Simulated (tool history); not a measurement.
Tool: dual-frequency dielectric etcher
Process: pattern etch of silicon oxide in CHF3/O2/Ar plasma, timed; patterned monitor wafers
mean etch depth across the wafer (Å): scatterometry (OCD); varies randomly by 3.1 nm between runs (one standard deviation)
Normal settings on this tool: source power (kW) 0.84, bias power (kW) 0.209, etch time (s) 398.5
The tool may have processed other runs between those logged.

| run | hour | source power (kW) | bias power (kW) | etch time (s) | read-back reference wafer on the same gauge, depth_nm | mean etch depth across the wafer (Å) |
|---|---|---|---|---|---|---|
| 1 | 0 | 0.84 | 0.209 | 398.5 | 931.7 | 8698 |
| 2 | 0.5 | 0.84 | 0.209 | 398.5 | 932 | 8768 |
| 3 | 1.8 | 0.84 | 0.209 | 360.5 | 932.7 | 7902 |
| 4 | 8.9 | 0.84 | 0.209 | 398.5 | 931.7 | 8714 |
| 5 | 16.6 | 0.94 | 0.209 | 336 | 931.2 | 7542 |
| 6 | 26.1 | 0.84 | 0.209 | 398.5 | 932.1 | 8738 |
| 7 | 39.5 | 0.73 | 0.171 | 473.5 | 931.7 | 9592 |
|  | 45 | gauge calibrated |
| 8 | 50.9 | 0.84 | 0.209 | 398.5 | 931.3 | 8732 |
| 9 | 57.5 | 0.78 | 0.245 | 443.5 | 931.7 | 9968 |
| 10 | 65.1 | 0.84 | 0.209 | 317 | 932.3 | 6954 |
| 11 | 73.6 | 1.02 | 0.209 | 398.5 | 931.5 | 9280 |
| 12 | 80.8 | 1 | 0.209 | 398.5 | 931.5 | 9164 |
| 13 | 87 | 1.04 | 0.209 | 322.5 | 932.9 | 7546 |
| 14 | 99.7 | 0.84 | 0.209 | 398.5 | 931.2 | 8853 |
|  | 123.7 | bias power generator calibrated |
|  | 126.1 | wet clean of the chamber |
| 15 | 126.6 | 1 | 0.231 | 344 | 932.5 | 8431 |
| 16 | 133.8 | 0.72 | 0.228 | 305 | 932.6 | 6819 |
| 17 | 140.7 | 0.84 | 0.209 | 398.5 | 932.5 | 9111 |
| 18 | 154 | 0.9 | 0.158 | 516 | 931.1 | 11342 |
| 19 | 161.3 | 0.96 | 0.238 | 315 | 932.3 | 7658 |
| 20 | 171.7 | 0.84 | 0.209 | 398.5 | 930.9 | 9132 |
| 21 | 210.7 | 0.84 | 0.209 | 398.5 | 931 | 9189 |
| 22 | 217.4 | 0.84 | 0.209 | 398.5 | 931.6 | 9118 |
|  | 271.1 | wet clean of the chamber, repeated, since the last time left the tool worse |
| 23 | 271.6 | 0.84 | 0.209 | 398.5 | 931.6 | 8462 |
| 24 | 272.1 | 0.92 | 0.209 | 398.5 | 932.2 | 8708 |
| 25 | 281 | 0.84 | 0.228 | 511.5 | 932 | 11181 |
| 26 | 289.2 | 0.84 | 0.209 | 398.5 | 931.6 | 8533 |

Run 27 is up next; what results do you expect?
| 27 | 299.9 | 0.84 | 0.227 | 398.5 | ? | ? |

Run 27 produced read-back reference wafer on the same gauge, depth_nm 932.5, mean etch depth across the wafer (Å) 8709.
With the hidden condition absent and the run-to-run variation left alone, this run would have shown mean etch depth across the wafer (Å) 8710.
